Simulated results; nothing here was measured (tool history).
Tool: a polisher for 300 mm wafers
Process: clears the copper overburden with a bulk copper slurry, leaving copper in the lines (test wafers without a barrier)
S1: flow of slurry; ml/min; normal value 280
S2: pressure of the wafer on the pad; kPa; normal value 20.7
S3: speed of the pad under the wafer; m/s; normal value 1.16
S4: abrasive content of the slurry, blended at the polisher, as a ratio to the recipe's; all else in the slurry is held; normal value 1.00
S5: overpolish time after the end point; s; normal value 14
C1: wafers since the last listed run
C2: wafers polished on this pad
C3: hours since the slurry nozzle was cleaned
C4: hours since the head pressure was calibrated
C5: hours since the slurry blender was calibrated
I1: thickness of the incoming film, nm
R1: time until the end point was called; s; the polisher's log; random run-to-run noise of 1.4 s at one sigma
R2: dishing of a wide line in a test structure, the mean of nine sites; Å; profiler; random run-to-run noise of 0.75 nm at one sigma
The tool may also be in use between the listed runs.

Run 1, day 0.000: usual settings but S3 0.86 m/s; C1 0; C2 3581; C3 591.4; C4 257.0; C5 642.1; I1 1006.2. Result: R1 134.5 s, R2 349 Å.
Run 2, day 3.704: usual settings; C1 760; C2 4342; C3 680.3; C4 345.9; C5 731.0; I1 992.0. Result: R1 106.7 s, R2 359 Å.
At day 4.271: slurry blender recalibrated.
At day 7.583: worn pad replaced by a new one.
Run 3, day 7.875: usual settings; C1 805; C2 59; C3 780.4; C4 446.0; C5 86.5; I1 996.4. Result: R1 106.5 s, R2 362 Å.
At day 12.946: slurry nozzle cleaned.
Run 4, day 13.429: usual settings; C1 1132; C2 1191; C3 11.6; C4 579.3; C5 219.8; I1 1004.9. Result: R1 106.3 s, R2 363 Å.
Run 5, day 17.888: usual settings but S2 22.8 kPa; C1 915; C2 2107; C3 118.6; C4 686.3; C5 326.8; I1 986.8. Result: R1 95.0 s, R2 372 Å.
At day 19.325: head pressure recalibrated.
Run 6, day 21.512: usual settings; C1 727; C2 2834; C3 205.6; C4 52.5; C5 413.8; I1 991.8. Result: R1 104.8 s, R2 358 Å.
Run 7, day 25.021: usual settings; C1 720; C2 3555; C3 289.8; C4 136.7; C5 498.0; I1 993.5. Result: R1 105.8 s, R2 358 Å.
Run 8, day 27.033: usual settings but S2 27.6 kPa, S5 19 s; C1 413; C2 3968; C3 338.1; C4 185.0; C5 546.3; I1 998.2. Result: R1 80.4 s, R2 383 Å.
Run 9, day 29.046: usual settings but S1 195 ml/min, S2 24.1 kPa, S3 1.46 m/s, S4 1.10; C1 413; C2 4381; C3 386.4; C4 233.3; C5 594.6; I1 983.0. Result: R1 77.4 s, R2 390 Å.
At day 30.496: slurry blender recalibrated.
At day 31.742: worn pad replaced by a new one.
Run 10, day 31.762: usual settings but S1 320 ml/min, S4 0.90, S5 16 s; C1 506; C2 3; C3 451.6; C4 298.5; C5 30.4; I1 986.7. Result: R1 108.3 s, R2 362 Å.
Run 11, day 35.700: usual settings but S2 24.8 kPa, S3 0.78 m/s, S5 20 s; C1 808; C2 812; C3 546.1; C4 393.0; C5 124.9; I1 996.2. Result: R1 120.2 s, R2 371 Å.
Run 12, day 40.467: usual settings but S2 24.1 kPa, S3 0.84 m/s; C1 978; C2 1791; C3 660.5; C4 507.4; C5 239.3; I1 990.6. Result: R1 119.5 s, R2 363 Å.
Run 13, day 42.438: usual settings; C1 404; C2 2196; C3 707.8; C4 554.7; C5 286.6; I1 995.2. Result: R1 106.3 s, R2 361 Å.
Run 14, day 45.475: usual settings but S5 10 s; C1 623; C2 2820; C3 780.7; C4 627.6; C5 359.5; I1 999.5. Result: R1 107.6 s, R2 323 Å.
At day 45.796: head pressure recalibrated.
Run 15, day 47.412: usual settings but S4 0.85; C1 380; C2 3200; C3 827.2; C4 38.8; C5 406.0; I1 983.7. Result: R1 110.1 s, R2 358 Å.
Run 16, day 49.800: usual settings but S1 185 ml/min, S5 8 s; C1 490; C2 3691; C3 884.5; C4 96.1; C5 463.3; I1 996.3. Result: R1 112.4 s, R2 288 Å.
At day 49.975: slurry nozzle cleaned.
Run 17, day 51.904: usual settings but S1 235 ml/min, S5 10 s; C1 423; C2 4114; C3 46.3; C4 146.6; C5 513.8; I1 979.6. Result: R1 107.0 s, R2 322 Å.
At day 54.838: slurry blender recalibrated.
Run 18, day 55.808: usual settings; C1 784; C2 4899; C3 140.0; C4 240.3; C5 23.3; I1 977.6. Result: R1 103.4 s, R2 357 Å.
At day 56.608: worn pad replaced by a new one.
Run 19, day 59.529: usual settings; C1 729; C2 599; C3 229.3; C4 329.6; C5 112.6; I1 987.1. Result: R1 105.2 s, R2 349 Å.
Run 20, day 61.279: usual settings but S2 25.5 kPa, S3 1.34 m/s, S5 6 s; C1 359; C2 959; C3 271.3; C4 371.6; C5 154.6; I1 979.9. Result: R1 76.4 s, R2 317 Å.
Run 21, day 65.188: usual settings but S3 1.38 m/s, S4 1.10, S5 9 s; C1 802; C2 1761; C3 365.1; C4 465.4; C5 248.4; I1 983.8. Result: R1 90.2 s, R2 332 Å.
Run 22, day 68.646: usual settings; C1 710; C2 2472; C3 448.1; C4 548.4; C5 331.4; I1 995.2. Result: R1 109.2 s, R2 364 Å.
At day 69.158: head pressure recalibrated.
Run 23, day 72.962: usual settings; C1 869; C2 3341; C3 551.7; C4 91.3; C5 435.0; I1 1003.9. Result: R1 108.2 s, R2 352 Å.
Run 24, day 76.862: usual settings but S2 25.5 kPa, S3 0.96 m/s; C1 800; C2 4142; C3 645.3; C4 184.9; C5 528.6; I1 991.6. Result: R1 100.8 s, R2 381 Å.
At day 81.738: slurry blender recalibrated.
At day 82.271: worn pad replaced by a new one.
Run 25, day 86.646: usual settings but S2 27.6 kPa, S5 19 s; C1 1957; C2 898; C3 880.1; C4 419.7; C5 117.8; I1 986.1. Result: R1 79.7 s, R2 390 Å.
Run 26, day 90.279: usual settings but S2 16.5 kPa, S4 1.30; C1 746; C2 1644; C3 967.3; C4 506.9; C5 205.0; I1 974.3. Result: R1 124.5 s, R2 336 Å.
At day 90.612: slurry nozzle cleaned.
Run 27, day 92.692: usual settings but S1 200 ml/min, S3 1.44 m/s; C1 486; C2 2131; C3 49.9; C4 564.8; C5 262.9; I1 980.3. Result: R1 92.5 s, R2 353 Å.

Across each entry between runs, compare the hidden state at the last listed run before it with the hidden state at the first listed run after it:
In the gap between runs 2 and 3: slurry blender recalibrated (day 4.271); worn pad replaced by a new one (day 7.583)
  nothing in the hidden state changes from one run to the other
In the gap between runs 3 and 4: slurry nozzle cleaned (day 12.946)
  nothing in the hidden state changes from one run to the other
In the gap between runs 5 and 6: head pressure recalibrated (day 19.325)
  nothing in the hidden state changes from one run to the other
In the gap between runs 9 and 10: slurry blender recalibrated (day 30.496); worn pad replaced by a new one (day 31.742)
  nothing in the hidden state changes from one run to the other
In the gap between runs 14 and 15: head pressure recalibrated (day 45.796)
  nothing in the hidden state changes from one run to the other
In the gap between runs 16 and 17: slurry nozzle cleaned (day 49.975)
  nothing in the hidden state changes from one run to the other
In the gap between runs 17 and 18: slurry blender recalibrated (day 54.838)
  nothing in the hidden state changes from one run to the other
In the gap between runs 18 and 19: worn pad replaced by a new one (day 56.608)
  nothing in the hidden state changes from one run to the other
In the gap between runs 22 and 23: head pressure recalibrated (day 69.158)
  nothing in the hidden state changes from one run to the other
In the gap between runs 24 and 25: slurry blender recalibrated (day 81.738); worn pad replaced by a new one (day 82.271)
  nothing in the hidden state changes from one run to the other
In the gap between runs 26 and 27: slurry nozzle cleaned (day 90.612)
  nothing in the hidden state changes from one run to the other
